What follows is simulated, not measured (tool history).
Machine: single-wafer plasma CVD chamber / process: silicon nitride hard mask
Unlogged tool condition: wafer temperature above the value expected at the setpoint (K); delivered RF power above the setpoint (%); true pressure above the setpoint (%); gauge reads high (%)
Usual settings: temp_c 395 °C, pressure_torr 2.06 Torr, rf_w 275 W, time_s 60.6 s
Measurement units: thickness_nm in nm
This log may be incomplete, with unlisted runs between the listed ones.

run     day  temp_c  pressure_torr  rf_w  time_s  wafers since the last listed run  hours since the last thermocouple change  hours since the last RF generator calibration  hours since the last manometer calibration  hours since the showerhead was replaced  hours since the gauge calibration  read-back reference wafer on the same gauge, thickness_nm  thickness_nm
  1       0     390           2.06   275    69.1                                 0                                    2651.4                                         2549.6                                      2002.6                                   3209.9                              390.6                                                     64.421        85.364
  2   4.242     395           2.06   275    60.6                              2108                                    2753.2                                         2651.4                                      2104.4                                   3311.7                              492.4                                                     64.411         74.52
  3   4.754     395           2.06   275    54.9                               254                                    2765.5                                         2663.7                                      2116.7                                     3324                              504.7                                                     64.343        67.399
  4   5.825     395           2.06   275    54.9                               532                                    2791.2                                         2689.4                                      2142.4                                   3349.7                              530.4                                                     64.443         67.12
  5   6.704     395           2.06   275    60.6                               436                                    2812.3                                         2710.5                                      2163.5                                   3370.8                              551.5                                                     64.365        74.258
  6   7.371     395           2.06   275    60.6                               331                                    2828.3                                         2726.5                                      2179.5                                   3386.8                              567.5                                                     64.394        74.258
  7   8.258     395           2.06   275    60.6                               441                                    2849.6                                         2747.8                                      2200.8                                   3408.1                              588.8                                                     64.389        74.307
      9.046  -- RF generator calibrated
  8   9.317     395           2.06   275    60.6                               360                                      2875                                            6.5                                      2226.2                                   3433.5                              614.2                                                     64.399        77.445
  9  10.458     395           2.06   275    60.6                               567                                    2902.4                                           33.9                                      2253.6                                   3460.9                              641.6                                                     64.364        77.694
     11.708  -- capacitance manometer re-zeroed and calibrated
 10  11.729     388           2.06   315    60.6                               465                                    2932.9                                           64.4                                         0.5                                   3491.4                              672.1                                                      64.39        82.755
 11  12.888     395           2.06   275    60.6                               575                                    2960.7                                           92.2                                        28.3                                   3519.2                              699.9                                                      64.37        77.649
 12  16.854     395           2.06   275    60.6                              1971                                    3055.9                                          187.4                                       123.5                                   3614.4                              795.1                                                     64.427         77.52
 13  17.504     402           2.06   320    60.6                               323                                    3071.5                                            203                                       139.1                                     3630                              810.7                                                     64.402        82.566
     18.654  -- gauge calibrated
 14  18.979     395            1.6   275    60.6                               733                                    3106.9                                          238.4                                       174.5                                   3665.4                                7.8                                                     64.409        73.155
 15  19.554     390           2.06   275    69.1                               285                                    3120.7                                          252.2                                       188.3                                   3679.2                               21.6                                                      64.38        88.969
      20.15  -- thermocouple changed; heater temperature recalibrated
 16  20.617     402           2.06   320    60.6                               362                                      11.2                                          277.7                                       213.8                                   3704.7                               47.1                                                     64.431        82.539
 17  21.392     395           2.06   275    60.6                               385                                      29.8                                          296.3                                       232.4                                   3723.3                               65.7                                                     64.381        77.775
 18  22.562     401           2.39   275    60.6                               581                                      57.9                                          324.4                                       260.5                                   3751.4                               93.8                                                     64.404        79.982
     24.979  -- showerhead replaced
 19  26.867     395           2.49   275    66.3                              1973                                     161.2                                          427.7                                       363.8                                     45.3                              197.1                                                     64.386        88.242
 20  27.575     404           2.06   300    71.4                               352                                     178.2                                          444.7                                       380.8                                     62.3                              214.1                                                     64.407        94.471
 21  28.279     395           1.75   230    57.6                               349                                     195.1                                          461.6                                       397.7                                     79.2                                231                                                     64.382        65.369
 22  29.054     395           2.06   275    60.6                               385                                     213.7                                          480.2                                       416.3                                     97.8                              249.6                                                     64.407        77.332
 23  29.946     395           2.06   220    60.6                               443                                     235.1                                          501.6                                       437.7                                    119.2                                271                                                     64.352        70.282
 24  30.875     395           2.39   275    60.6                               461                                     257.4                                          523.9                                         460                                    141.5                              293.3                                                     64.356        79.611
 25  32.208     395           2.06   275    60.6                               662                                     289.4                                          555.9                                         492                                    173.5                              325.3                                                     64.401        77.537
 26  33.329     387           2.54   275    60.6                               557                                     316.3                                          582.8                                       518.9                                    200.4                              352.2                                                      64.41        81.407
 27  34.579     395           2.06   225    60.6                               621                                     346.3                                          612.8                                       548.9                                    230.4                              382.2                                                     64.412        70.975
 28  35.158     404           2.06   255    60.6                               287                                     360.2                                          626.7                                       562.8                                    244.3                              396.1                                                     64.407        74.804

What differs in the tool's unlogged condition from the final listed run ahead of each entry between runs to the first listed run following it?
From run 7 to run 8: RF generator calibrated (day 9.046)
  delivered RF power above the setpoint (%): -10.6 -> -0.759
  measured minus no-state result, thickness_nm: -3.666 -> -0.25 nm
From run 9 to run 10: capacitance manometer re-zeroed and calibrated (day 11.708)
  delivered RF power above the setpoint (%): -0.761 -> -0.764
  measured minus no-state result, thickness_nm: -0.251 -> -0.268 nm
From run 13 to run 14: gauge calibrated (day 18.654)
  delivered RF power above the setpoint (%): -0.813 -> -0.833
  measured minus no-state result, thickness_nm: -0.277 -> -0.26 nm
From run 15 to run 16: thermocouple changed; heater temperature recalibrated (day 20.15)
  delivered RF power above the setpoint (%): -0.842 -> -0.859
  measured minus no-state result, thickness_nm: -0.32 -> -0.293 nm
From run 18 to run 19: showerhead replaced (day 24.979)
  delivered RF power above the setpoint (%): -0.896 -> -0.997
  measured minus no-state result, thickness_nm: -0.305 -> -0.375 nm

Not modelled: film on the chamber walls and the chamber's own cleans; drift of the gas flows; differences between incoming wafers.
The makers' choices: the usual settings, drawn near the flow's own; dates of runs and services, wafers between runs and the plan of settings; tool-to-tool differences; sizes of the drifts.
